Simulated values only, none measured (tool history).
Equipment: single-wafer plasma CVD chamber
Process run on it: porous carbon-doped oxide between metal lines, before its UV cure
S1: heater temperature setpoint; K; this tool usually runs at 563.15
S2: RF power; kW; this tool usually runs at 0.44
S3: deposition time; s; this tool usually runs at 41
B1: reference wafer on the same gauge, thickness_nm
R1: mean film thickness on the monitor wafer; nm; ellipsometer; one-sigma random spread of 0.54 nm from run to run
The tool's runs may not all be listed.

run 1 hour=0 | S1=563.15 S2=0.5 S3=46.9 | B1=224.821 | R1=285.775
run 2 hour=56.4 | S1=563.15 S2=0.5 S3=46.9 | B1=225.076 | R1=287.492
-- hour=93.8 thermocouple changed; heater temperature recalibrated
run 3 hour=107.6 | S1=563.15 S2=0.5 S3=46.9 | B1=225.073 | R1=289.66
run 4 hour=159.7 | S1=563.15 S2=0.44 S3=41 | B1=224.847 | R1=226.987
-- hour=177.7 RF generator calibrated
run 5 hour=199.1 | S1=563.15 S2=0.44 S3=41 | B1=225.141 | R1=227.225
run 6 hour=303.6 | S1=563.15 S2=0.44 S3=41 | B1=224.995 | R1=226.619
run 7 hour=358 | S1=563.15 S2=0.44 S3=41 | B1=224.829 | R1=227.008
run 8 hour=459.9 | S1=563.15 S2=0.44 S3=41 | B1=224.775 | R1=226.757
run 9 hour=507 | S1=563.15 S2=0.44 S3=41 | B1=225.128 | R1=226.47
run 10 hour=600 | S1=563.15 S2=0.44 S3=41 | B1=224.785 | R1=225.581
run 11 hour=658.6 | S1=563.15 S2=0.415 S3=41 | B1=225.063 | R1=213.886
run 12 hour=722.9 | S1=563.15 S2=0.415 S3=41 | B1=225.081 | R1=213.383
run 13 hour=805.6 | S1=563.15 S2=0.415 S3=41 | B1=224.949 | R1=213.043
run 14 hour=858.5 | S1=563.15 S2=0.44 S3=41 | B1=224.983 | R1=225.964
run 15 hour=936.1 | S1=574.15 S2=0.405 S3=36.9 | B1=224.997 | R1=175.098
run 16 hour=1018.3 | S1=563.15 S2=0.44 S3=41 | B1=224.93 | R1=225.576
run 17 hour=1079.8 | S1=555.15 S2=0.44 S3=41 | B1=225.016 | R1=237.813
-- hour=1201.5 showerhead replaced
run 18 hour=1316.6 | S1=563.15 S2=0.44 S3=41 | B1=224.932 | R1=224.603
run 19 hour=1412.3 | S1=554.15 S2=0.44 S3=41 | B1=225.036 | R1=239.293
run 20 hour=1504.7 | S1=563.15 S2=0.44 S3=35.2 | B1=225.124 | R1=194.19
-- hour=1520.6 gauge calibrated
-- hour=1530 RF generator calibrated
-- hour=1568.3 thermocouple changed; heater temperature recalibrated
run 21 hour=1772.6 | S1=563.15 S2=0.375 S3=45.1 | B1=224.934 | R1=212.04
run 22 hour=1862.7 | S1=558.15 S2=0.36 S3=47.8 | B1=225.106 | R1=222.065
run 23 hour=1961 | S1=577.15 S2=0.405 S3=37.5 | B1=225.19 | R1=174.655
run 24 hour=2065.3 | S1=563.15 S2=0.44 S3=38.3 | B1=225.046 | R1=211.87
run 25 hour=2138.7 | S1=578.15 S2=0.37 S3=43.4 | B1=224.851 | R1=183.376
run 26 hour=2205.4 | S1=577.15 S2=0.465 S3=48 | B1=224.901 | R1=253.767
run 27 hour=2260.4 | S1=568.15 S2=0.385 S3=41 | B1=224.948 | R1=191.401

Predict each of these 3 candidate next runs independently; none follows another, all start after run 27:
run A hour=2260.8 | S1=563.15 S2=0.44 S3=33.4 | B1=? | R1=?
run B hour=2260.8 | S1=563.15 S2=0.385 S3=43.1 | B1=? | R1=?
run C hour=2260.8 | S1=548.15 S2=0.47 S3=43.7 | B1=? | R1=?

run=A B1=225.108 R1=185.14
run=B B1=225.108 R1=207.844
run=C B1=225.108 R1=284.017
Take away the tool's hidden state, keep each run's random variation, and the runs would have read:
run=A R1=185.972
run=B R1=208.778
run=C R1=285.417

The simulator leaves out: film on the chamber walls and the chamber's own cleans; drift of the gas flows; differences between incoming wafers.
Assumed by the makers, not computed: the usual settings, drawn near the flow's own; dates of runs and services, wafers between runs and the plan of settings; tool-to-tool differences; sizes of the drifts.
